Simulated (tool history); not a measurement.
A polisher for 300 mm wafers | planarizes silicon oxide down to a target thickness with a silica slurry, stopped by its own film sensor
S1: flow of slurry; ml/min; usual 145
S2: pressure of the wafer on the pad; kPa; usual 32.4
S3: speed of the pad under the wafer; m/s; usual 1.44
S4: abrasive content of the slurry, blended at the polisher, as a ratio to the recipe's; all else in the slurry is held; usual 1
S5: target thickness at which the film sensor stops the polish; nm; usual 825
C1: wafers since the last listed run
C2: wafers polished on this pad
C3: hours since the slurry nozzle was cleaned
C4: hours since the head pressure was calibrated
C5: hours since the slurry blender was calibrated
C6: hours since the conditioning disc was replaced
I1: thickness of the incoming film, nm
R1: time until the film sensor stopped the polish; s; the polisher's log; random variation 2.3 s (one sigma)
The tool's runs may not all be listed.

run	hour	S1	S2	S3	S4	S5	C1	C2	C3	C4	C5	C6	I1	R1
1	0	145	32.4	1.44	1	825	0	1107	323.9	281	308.3	267.1	1269.2	110.2
# hour 3.5: worn pad replaced by a new one
2	53.4	145	32.4	1.44	1	825	347	347	377.3	334.4	361.7	320.5	1277.2	110.9
3	67	145	32.4	1.44	1	825	94	442	390.9	348	375.3	334.1	1285.9	112.8
4	89.5	145	32.4	1.44	1	912	156	599	413.4	370.5	397.8	356.6	1291	96.2
5	118.1	145	32.4	1.44	1	825	199	798	442	399.1	426.4	385.2	1278.4	115.3
# hour 145.7: worn pad replaced by a new one
6	146.2	145	32.4	1.44	1	825	167	3	470.1	427.2	454.5	413.3	1278.3	110.2
# hour 154.8: slurry blender recalibrated
# hour 159.6: head pressure recalibrated
7	172.5	145	32.4	1.44	1	825	155	159	496.4	12.9	17.7	439.6	1306.8	119.3
# hour 180.6: conditioning disc replaced and pad reconditioned
8	196.9	145	32.4	1.44	1	825	156	315	520.8	37.3	42.1	16.3	1289.6	117.4
9	225	145	32.4	1.44	1	972	195	510	548.9	65.4	70.2	44.4	1292	79.9
10	243	100	32.4	1.22	0.75	884	125	636	566.9	83.4	88.2	62.4	1311.1	141.9
11	256.7	145	32.4	1.1	1.25	825	95	731	580.6	97.1	101.9	76.1	1285.7	127
# hour 279.5: slurry nozzle cleaned
12	287.4	145	32.4	1.88	0.7	825	206	938	7.9	127.8	132.6	106.8	1272.9	106.5
# hour 295.4: worn pad replaced by a new one
13	300.3	145	32.4	1.44	1	825	61	33	20.8	140.7	145.5	119.7	1296.4	120
14	323.5	145	32.4	1.44	1	825	161	195	44	163.9	168.7	142.9	1278.8	113.9
15	343.4	185	29.6	1.44	1	947	138	334	63.9	183.8	188.6	162.8	1279.2	87.6
16	370.7	145	32.4	1.88	0.7	825	190	524	91.2	211.1	215.9	190.1	1283.8	110.6
17	387.1	145	25.5	1.44	0.75	825	114	638	107.6	227.5	232.3	206.5	1303.6	170

Hidden state at the last listed run before each entry between runs and at the first one after, where it differs:
Between runs 1 and 2: worn pad replaced by a new one (hour 3.5)
  no hidden state differs between the two runs
Between runs 5 and 6: worn pad replaced by a new one (hour 145.7)
  no hidden state differs between the two runs
Between runs 6 and 7: slurry blender recalibrated (hour 154.8); head pressure recalibrated (hour 159.6)
  no hidden state differs between the two runs
Between runs 7 and 8: conditioning disc replaced and pad reconditioned (hour 180.6)
  no hidden state differs between the two runs
Between runs 11 and 12: slurry nozzle cleaned (hour 279.5)
  no hidden state differs between the two runs
Between runs 12 and 13: worn pad replaced by a new one (hour 295.4)
  no hidden state differs between the two runs
